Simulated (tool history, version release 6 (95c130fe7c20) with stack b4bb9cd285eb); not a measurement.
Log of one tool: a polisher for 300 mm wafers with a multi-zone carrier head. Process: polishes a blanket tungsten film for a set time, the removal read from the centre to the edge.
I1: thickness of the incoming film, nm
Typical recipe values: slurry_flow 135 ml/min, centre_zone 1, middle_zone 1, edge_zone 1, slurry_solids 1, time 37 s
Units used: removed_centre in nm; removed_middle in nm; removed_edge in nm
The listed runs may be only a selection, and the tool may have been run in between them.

run 1 hour=0 | slurry_flow=135 centre_zone=1 middle_zone=1 edge_zone=1 slurry_solids=1 time=37 | I1=1587.8 | removed_centre=188.9 removed_middle=205.9 removed_edge=203
run 2 hour=13.4 | slurry_flow=135 centre_zone=1 middle_zone=1 edge_zone=1 slurry_solids=1 time=37 | I1=1603.2 | removed_centre=190.6 removed_middle=206.7 removed_edge=202.7
-- hour=29.6 worn pad replaced by a new one
run 3 hour=44.2 | slurry_flow=135 centre_zone=1 middle_zone=1 edge_zone=1 slurry_solids=1 time=37 | I1=1588.9 | removed_centre=186.6 removed_middle=207 removed_edge=202.3
run 4 hour=62.3 | slurry_flow=135 centre_zone=1 middle_zone=1 edge_zone=1 slurry_solids=1 time=37 | I1=1585.5 | removed_centre=183.7 removed_middle=210.5 removed_edge=202.9
run 5 hour=92.9 | slurry_flow=135 centre_zone=1 middle_zone=1 edge_zone=1 slurry_solids=1 time=37 | I1=1576.4 | removed_centre=184.9 removed_middle=208 removed_edge=204.6
run 6 hour=115.5 | slurry_flow=135 centre_zone=1 middle_zone=1 edge_zone=1 slurry_solids=1 time=37 | I1=1604.5 | removed_centre=183.5 removed_middle=206.5 removed_edge=201.6
-- hour=121.6 slurry nozzle cleaned
-- hour=131.9 worn pad replaced by a new one
run 7 hour=132.4 | slurry_flow=135 centre_zone=1 middle_zone=1 edge_zone=1 slurry_solids=1 time=37 | I1=1618.9 | removed_centre=183 removed_middle=206.9 removed_edge=204.7
run 8 hour=166.3 | slurry_flow=135 centre_zone=1 middle_zone=1 edge_zone=1 slurry_solids=1 time=37 | I1=1600.6 | removed_centre=182.3 removed_middle=207.9 removed_edge=206.9
run 9 hour=184.2 | slurry_flow=135 centre_zone=1 middle_zone=1 edge_zone=1 slurry_solids=1 time=37 | I1=1611.9 | removed_centre=180.5 removed_middle=209.1 removed_edge=201.2
run 10 hour=196.3 | slurry_flow=135 centre_zone=1 middle_zone=1.08 edge_zone=1 slurry_solids=1 time=37 | I1=1584.7 | removed_centre=174.8 removed_middle=220.6 removed_edge=202.3
-- hour=202.6 centre zone pressure recalibrated
-- hour=215.1 carrier head's membrane replaced by a new one
run 11 hour=222.2 | slurry_flow=170 centre_zone=1 middle_zone=1 edge_zone=1 slurry_solids=0.7 time=37 | I1=1617.9 | removed_centre=206 removed_middle=198.9 removed_edge=196.5
-- hour=249.7 worn pad replaced by a new one
run 12 hour=255.4 | slurry_flow=135 centre_zone=1 middle_zone=1 edge_zone=1 slurry_solids=1 time=37 | I1=1604.8 | removed_centre=211 removed_middle=208.6 removed_edge=202.1
run 13 hour=290.3 | slurry_flow=135 centre_zone=1.1 middle_zone=0.91 edge_zone=1 slurry_solids=0.75 time=27 | I1=1581.7 | removed_centre=155.9 removed_middle=132.4 removed_edge=138.4
run 14 hour=305.6 | slurry_flow=135 centre_zone=1 middle_zone=1 edge_zone=1.11 slurry_solids=1.25 time=44 | I1=1615.8 | removed_centre=262.7 removed_middle=260.3 removed_edge=266.1
-- hour=321 edge zone pressure recalibrated
run 15 hour=335.2 | slurry_flow=135 centre_zone=1 middle_zone=1 edge_zone=1 slurry_solids=1 time=37 | I1=1586.2 | removed_centre=210.8 removed_middle=208.8 removed_edge=202.1
run 16 hour=362.8 | slurry_flow=135 centre_zone=0.92 middle_zone=1.08 edge_zone=1 slurry_solids=1 time=37 | I1=1587.5 | removed_centre=194.9 removed_middle=223.1 removed_edge=203.6
-- hour=369.9 worn pad replaced by a new one
run 17 hour=385.5 | slurry_flow=95 centre_zone=1 middle_zone=0.92 edge_zone=1.11 slurry_solids=1 time=26 | I1=1602.8 | removed_centre=138.5 removed_middle=127.9 removed_edge=144.9
run 18 hour=401.7 | slurry_flow=135 centre_zone=0.89 middle_zone=1 edge_zone=1 slurry_solids=1 time=37 | I1=1600.9 | removed_centre=184.9 removed_middle=208.2 removed_edge=203.5
run 19 hour=428.3 | slurry_flow=135 centre_zone=1 middle_zone=1 edge_zone=1 slurry_solids=1 time=37 | I1=1605.4 | removed_centre=210.3 removed_middle=209 removed_edge=203.4
run 20 hour=463.1 | slurry_flow=135 centre_zone=1 middle_zone=1 edge_zone=1 slurry_solids=1.2 time=37 | I1=1605.4 | removed_centre=219.6 removed_middle=215.8 removed_edge=211.5

Some steps in removed_centre between neighbouring runs. How much of each would the tool show without its hidden state too (settings, what came in, random variation), and how much is left for the hidden state, with any gauge scatter that isn't in both results?
Hidden conditions of the tool in this case: removal rate lost through wear of the pad, %; slurry flow missing at the pad, %; deviation of the centre zone's pressure from its setpoint, %; deviation of the edge zone's pressure from its setpoint, %.
Run 4 -> 5: settings left as they were, no log entry in between. removed_centre +1.2 nm: hidden state -2.1, all else +3.3.
Run 10 -> 11: slurry_flow 135 -> 170, middle_zone 1.08 -> 1, slurry_solids 1 -> 0.7, centre zone pressure recalibrated, carrier head's membrane replaced by a new one. removed_centre +31.2 nm: hidden state +30.7, all else +0.5.
Run 13 -> 14: centre_zone 1.1 -> 1, middle_zone 0.91 -> 1, edge_zone 1 -> 1.11, slurry_solids 0.75 -> 1.25, time 27 -> 44. removed_centre +106.8 nm: hidden state +0.8, all else +106.
Run 16 -> 17: slurry_flow 135 -> 95, centre_zone 0.92 -> 1, middle_zone 1.08 -> 0.92, edge_zone 1 -> 1.11, time 37 -> 26, worn pad replaced by a new one. removed_centre -56.4 nm: hidden state -0.4, all else -56.
